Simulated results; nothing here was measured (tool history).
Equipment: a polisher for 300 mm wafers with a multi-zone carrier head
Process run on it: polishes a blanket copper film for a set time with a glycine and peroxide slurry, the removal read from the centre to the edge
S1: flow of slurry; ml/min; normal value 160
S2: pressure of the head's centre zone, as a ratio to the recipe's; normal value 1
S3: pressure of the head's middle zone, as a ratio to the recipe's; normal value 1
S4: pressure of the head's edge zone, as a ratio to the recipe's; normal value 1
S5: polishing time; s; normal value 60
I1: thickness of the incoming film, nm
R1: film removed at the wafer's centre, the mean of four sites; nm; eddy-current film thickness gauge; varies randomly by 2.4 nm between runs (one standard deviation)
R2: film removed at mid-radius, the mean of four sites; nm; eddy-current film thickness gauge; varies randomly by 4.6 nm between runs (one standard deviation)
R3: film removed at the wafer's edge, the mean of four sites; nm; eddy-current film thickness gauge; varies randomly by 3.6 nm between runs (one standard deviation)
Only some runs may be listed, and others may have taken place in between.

run	hour	S1	S2	S3	S4	S5	I1	R1	R2	R3
1	0	160	1	1	1.08	60	1094.7	316.3	304.8	315.8
2	12.8	150	1	1	1	60	1101.1	306.7	291.7	301.5
3	19.6	150	1	1	1	60	1093.4	303.1	303.1	303.3
4	37.1	150	1	1	1	60	1111.6	304.9	302.3	299.2
5	46.5	135	1	0.94	1	60	1096.3	293.9	269.8	299.1
6	64	160	1	1	1	60	1107	315.4	305	300.7
# hour 68.4: centre zone pressure recalibrated
# hour 80.4: worn pad replaced by a new one
# hour 82.7: edge zone pressure recalibrated
7	83.2	160	1	1	1	77	1120.8	380.4	386.9	387.2
# hour 88.9: carrier head's membrane replaced by a new one
8	90.5	160	1	1	1	77	1109.5	379.1	385.5	389.3
9	99.7	160	1	0.9	1	60	1114.7	296	281.4	306.2
10	110.8	120	0.89	1	0.88	60	1109.3	250.3	274.5	269.3
11	123.8	160	1	1	1	60	1104.1	296.8	307.5	307.3
12	137.7	160	1.04	1	1	60	1104.3	309.5	300.1	298.9
# hour 139.7: slurry nozzle cleaned
13	149.5	160	1	1	1	60	1117.4	331.9	326.8	319.4
14	156.7	160	1	1	0.93	60	1088.5	328	327.9	309.2
15	168.5	180	1	1	1	60	1089	332	324.1	330
16	176.5	205	1	1	1	60	1113.4	342.8	339.1	334.3
17	189.1	160	1	1.05	1.05	60	1087.5	326.1	332.6	322.9
18	206.6	160	1	0.94	0.89	60	1104.6	327.2	302.8	307.5
19	217.9	160	0.93	1	1.04	60	1116.2	309	321.9	316.1
20	224.5	190	0.95	1	0.95	60	1120.7	325.8	327.8	319.9
21	239.1	120	0.89	1	0.88	60	1105.7	277	288.4	283.1
22	248.7	160	0.96	0.93	1	66	1117.3	348.6	330.5	338.5
23	262.2	160	0.96	1	1	49	1088.8	257	253.4	251.6

The tool's hidden state at each run:
removal rate lost through wear of the pad, %: 0 in every run
deviation of the edge zone's pressure from its setpoint, %: 0 in every run
H1: slurry flow missing at the pad, %
H2: deviation of the centre zone's pressure from its setpoint, %
run	H1	H2
1	27.6	12.3
2	27.8	12.4
3	27.9	12.5
4	28.1	12.7
5	28.2	12.7
6	28.3	12.9
7	28.5	1.16
8	28.6	1.86
9	28.6	2.67
10	28.7	3.56
11	28.8	4.5
12	28.9	5.39
13	3.52	6.07
14	4.68	6.45
15	6.46	7.02
16	7.6	7.38
17	9.27	7.89
18	11.4	8.51
19	12.6	8.87
20	13.3	9.06
21	14.7	9.44
22	15.6	9.67
23	16.7	9.96
